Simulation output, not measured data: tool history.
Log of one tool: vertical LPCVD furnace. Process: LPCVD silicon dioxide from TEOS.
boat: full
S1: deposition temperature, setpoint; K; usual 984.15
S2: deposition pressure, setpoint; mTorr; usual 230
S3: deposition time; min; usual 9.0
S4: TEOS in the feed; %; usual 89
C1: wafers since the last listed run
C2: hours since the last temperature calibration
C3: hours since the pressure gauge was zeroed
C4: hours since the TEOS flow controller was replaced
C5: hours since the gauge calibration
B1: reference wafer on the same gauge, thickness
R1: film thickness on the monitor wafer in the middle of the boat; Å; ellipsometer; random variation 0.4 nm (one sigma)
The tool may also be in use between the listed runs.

run 1 hour=0.0 | S1=984.15 S2=230 S3=6.5 S4=89 | C1=0 C2=2978.5 C3=2116.3 C4=6760.5 C5=225.8 | B1=103.04 | R1=750.2
run 2 hour=53.7 | S1=984.15 S2=230 S3=6.5 S4=89 | C1=762 C2=3032.2 C3=2170.0 C4=6814.2 C5=279.5 | B1=103.05 | R1=750.4
run 3 hour=111.0 | S1=984.15 S2=230 S3=6.5 S4=89 | C1=813 C2=3089.5 C3=2227.3 C4=6871.5 C5=336.8 | B1=103.45 | R1=750.6
run 4 hour=179.5 | S1=984.15 S2=230 S3=9.0 S4=89 | C1=972 C2=3158.0 C3=2295.8 C4=6940.0 C5=405.3 | B1=103.37 | R1=1035.0
run 5 hour=210.1 | S1=984.15 S2=230 S3=11.0 S4=89 | C1=434 C2=3188.6 C3=2326.4 C4=6970.6 C5=435.9 | B1=103.16 | R1=1271.4
run 6 hour=249.1 | S1=984.15 S2=230 S3=11.0 S4=89 | C1=553 C2=3227.6 C3=2365.4 C4=7009.6 C5=474.9 | B1=103.12 | R1=1271.3
-- hour=314.8 pressure gauge zeroed
run 7 hour=317.4 | S1=984.15 S2=230 S3=11.0 S4=89 | C1=629 C2=3295.9 C3=2.6 C4=7077.9 C5=543.2 | B1=103.20 | R1=1276.6
run 8 hour=341.6 | S1=984.15 S2=245 S3=9.0 S4=89 | C1=343 C2=3320.1 C3=26.8 C4=7102.1 C5=567.4 | B1=103.33 | R1=1070.3
run 9 hour=387.8 | S1=984.15 S2=230 S3=9.0 S4=83 | C1=656 C2=3366.3 C3=73.0 C4=7148.3 C5=613.6 | B1=102.98 | R1=1009.9
run 10 hour=447.1 | S1=977.15 S2=230 S3=9.0 S4=97 | C1=842 C2=3425.6 C3=132.3 C4=7207.6 C5=672.9 | B1=103.33 | R1=930.8
run 11 hour=483.7 | S1=984.15 S2=230 S3=9.0 S4=89 | C1=519 C2=3462.2 C3=168.9 C4=7244.2 C5=709.5 | B1=103.22 | R1=1048.1
-- hour=509.8 thermocouples replaced and temperature profile calibrated
run 12 hour=540.4 | S1=990.15 S2=205 S3=9.0 S4=89 | C1=464 C2=30.6 C3=225.6 C4=7300.9 C5=766.2 | B1=103.33 | R1=1036.5
-- hour=636.2 TEOS flow controller replaced
-- hour=702.3 gauge calibrated
run 13 hour=745.8 | S1=984.15 S2=230 S3=11.0 S4=89 | C1=2575 C2=236.0 C3=431.0 C4=109.6 C5=43.5 | B1=103.32 | R1=1188.1
run 14 hour=804.1 | S1=984.15 S2=230 S3=11.0 S4=89 | C1=827 C2=294.3 C3=489.3 C4=167.9 C5=101.8 | B1=103.36 | R1=1193.1
run 15 hour=832.8 | S1=984.15 S2=230 S3=7.5 S4=89 | C1=407 C2=323.0 C3=518.0 C4=196.6 C5=130.5 | B1=103.15 | R1=811.9
run 16 hour=896.5 | S1=991.15 S2=195 S3=11.0 S4=73 | C1=904 C2=386.7 C3=581.7 C4=260.3 C5=194.2 | B1=103.39 | R1=1165.7

Forecast each of these 5 alternatives for the next run:
run A hour=901.4 | S1=984.15 S2=230 S3=12.5 S4=89 | C1=69 C2=391.6 C3=586.6 C4=265.2 C5=199.1 | B1=? | R1=?
run B hour=901.4 | S1=984.15 S2=230 S3=12.0 S4=89 | C1=69 C2=391.6 C3=586.6 C4=265.2 C5=199.1 | B1=? | R1=?
run C hour=901.4 | S1=978.15 S2=195 S3=9.0 S4=89 | C1=69 C2=391.6 C3=586.6 C4=265.2 C5=199.1 | B1=? | R1=?
run D hour=901.4 | S1=984.15 S2=230 S3=12.0 S4=97 | C1=69 C2=391.6 C3=586.6 C4=265.2 C5=199.1 | B1=? | R1=?
run E hour=901.4 | S1=984.15 S2=230 S3=10.0 S4=96 | C1=69 C2=391.6 C3=586.6 C4=265.2 C5=199.1 | B1=? | R1=?

run=A B1=103.18 R1=1356.4
run=B B1=103.18 R1=1302.1
run=C B1=103.18 R1=784.3
run=D B1=103.18 R1=1359.4
run=E B1=103.18 R1=1127.0
Without the tool's hidden state the same runs would have given:
run=A R1=1308.8
run=B R1=1256.4
run=C R1=756.4
run=D R1=1311.7
run=E R1=1087.4

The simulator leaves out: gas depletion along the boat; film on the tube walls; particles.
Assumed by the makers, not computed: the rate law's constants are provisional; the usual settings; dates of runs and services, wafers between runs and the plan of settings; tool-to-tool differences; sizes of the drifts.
